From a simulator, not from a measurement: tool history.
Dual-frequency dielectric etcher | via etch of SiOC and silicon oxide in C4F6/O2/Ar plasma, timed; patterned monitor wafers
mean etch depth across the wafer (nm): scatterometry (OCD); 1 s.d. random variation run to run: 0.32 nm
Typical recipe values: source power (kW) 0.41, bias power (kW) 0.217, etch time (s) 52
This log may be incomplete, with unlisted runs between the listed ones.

run,day,source power (kW),bias power (kW),etch time (s),wafers since the last listed run,hours since the last wet clean,hours since the last source power generator calibration,hours since the last bias power generator calibration,hours since the last upper electrode change,hours since the gauge calibration,"read-back reference wafer on the same gauge, depth_nm",mean etch depth across the wafer (nm)
1,0,0.38,0.194,52,0,280.8,2182.1,2466.2,154.5,265.5,56.9,60.8
2,2.408,0.38,0.194,52,545,338.6,2239.9,2524,212.3,323.3,57,61
3,5.533,0.38,0.194,52,707,413.6,2314.9,2599,287.3,398.3,57,61.5
4,9.354,0.41,0.253,52,864,505.3,2406.6,2690.7,379,490,57,67.6
5,12,0.41,0.253,52,598,568.8,2470.1,2754.2,442.5,553.5,57,66.8
# day 15.708: wet clean of the chamber
6,15.729,0.41,0.253,52,617,0.5,2559.6,2843.7,532,643,57.1,65.7
7,19.4,0.39,0.217,52,830,88.6,2647.7,2931.8,620.1,731.1,57,62.7
# day 19.733: source power generator calibrated
8,23.029,0.41,0.217,52,783,175.7,79.1,3018.9,707.2,818.2,57,65.1
# day 26.558: bias power generator calibrated
9,26.579,0.41,0.232,52,765,260.9,164.3,0.5,792.4,903.4,57,66.1
10,30.521,0.44,0.217,65,892,355.5,258.9,95.1,887,998,56.9,85
11,32.933,0.38,0.233,40,546,413.4,316.8,153,944.9,1055.9,57,49.2
12,36.233,0.41,0.217,52,746,492.6,396,232.2,1024.1,1135.1,57,66.3
13,40.512,0.41,0.217,52,968,595.3,498.7,334.9,1126.8,1237.8,57,66.8
14,43.121,0.35,0.166,66,590,657.9,561.3,397.5,1189.4,1300.4,57,74.3
15,45.267,0.41,0.217,38,485,709.4,612.8,449,1240.9,1351.9,57,48.8
16,47.633,0.51,0.271,67,535,766.2,669.6,505.8,1297.7,1408.7,57,98.4
# day 48.667: wet clean of the chamber
17,50.554,0.33,0.26,52,434,45.3,739.7,575.9,1367.8,1478.8,57.1,59.2
18,52.912,0.34,0.186,48,533,101.9,796.3,632.5,1424.4,1535.4,57,52.6
19,54.996,0.5,0.196,63,471,151.9,846.3,682.5,1474.4,1585.4,57.1,84.3
20,58.638,0.46,0.259,39.5,824,239.3,933.7,769.9,1561.8,1672.8,57,53.7
21,62.008,0.41,0.186,65,763,320.2,1014.6,850.8,1642.7,1753.7,57,78.4
22,64.396,0.34,0.217,52,540,377.5,1071.9,908.1,1700,1811,57,58.6
23,67.158,0.41,0.217,52,625,443.8,1138.2,974.4,1766.3,1877.3,57.1,65.1
24,69.396,0.41,0.217,45.5,506,497.5,1191.9,1028.1,1820,1931,57,56.7
25,72.929,0.5,0.217,56.5,799,582.3,1276.7,1112.9,1904.8,2015.8,57,77.7
26,76.492,0.32,0.177,67,806,667.8,1362.2,1198.4,1990.3,2101.3,57,71.6
# day 79.271: wet clean of the chamber
27,80.925,0.41,0.217,52,777,39.7,1468.6,1304.8,2096.7,2207.7,57.1,64.3
28,89.671,0.45,0.169,42,1979,249.6,1678.5,1514.7,2306.6,2417.6,57,52.3
29,93.696,0.41,0.217,48,911,346.2,1775.1,1611.3,2403.2,2514.2,57,59.9

5 options for the next run, each taken on its own from the tool as it stands now. Forecast them:
A,93.712,0.41,0.217,52,3,346.6,1775.5,1611.7,2403.6,2514.6,?,?
B,93.712,0.41,0.217,61.5,3,346.6,1775.5,1611.7,2403.6,2514.6,?,?
C,93.712,0.32,0.177,52,3,346.6,1775.5,1611.7,2403.6,2514.6,?,?
D,93.712,0.41,0.217,47.5,3,346.6,1775.5,1611.7,2403.6,2514.6,?,?
E,93.712,0.37,0.168,56,3,346.6,1775.5,1611.7,2403.6,2514.6,?,?

run,"read-back reference wafer on the same gauge, depth_nm",mean etch depth across the wafer (nm)
A,57,65.5
B,57,77.5
C,57,55.8
D,57,59.8
E,57,64
Stripped of hidden state, with their random variation kept, the same runs would have yielded:
run,mean etch depth across the wafer (nm)
A,65.8
B,77.8
C,56
D,60.1
E,64.2

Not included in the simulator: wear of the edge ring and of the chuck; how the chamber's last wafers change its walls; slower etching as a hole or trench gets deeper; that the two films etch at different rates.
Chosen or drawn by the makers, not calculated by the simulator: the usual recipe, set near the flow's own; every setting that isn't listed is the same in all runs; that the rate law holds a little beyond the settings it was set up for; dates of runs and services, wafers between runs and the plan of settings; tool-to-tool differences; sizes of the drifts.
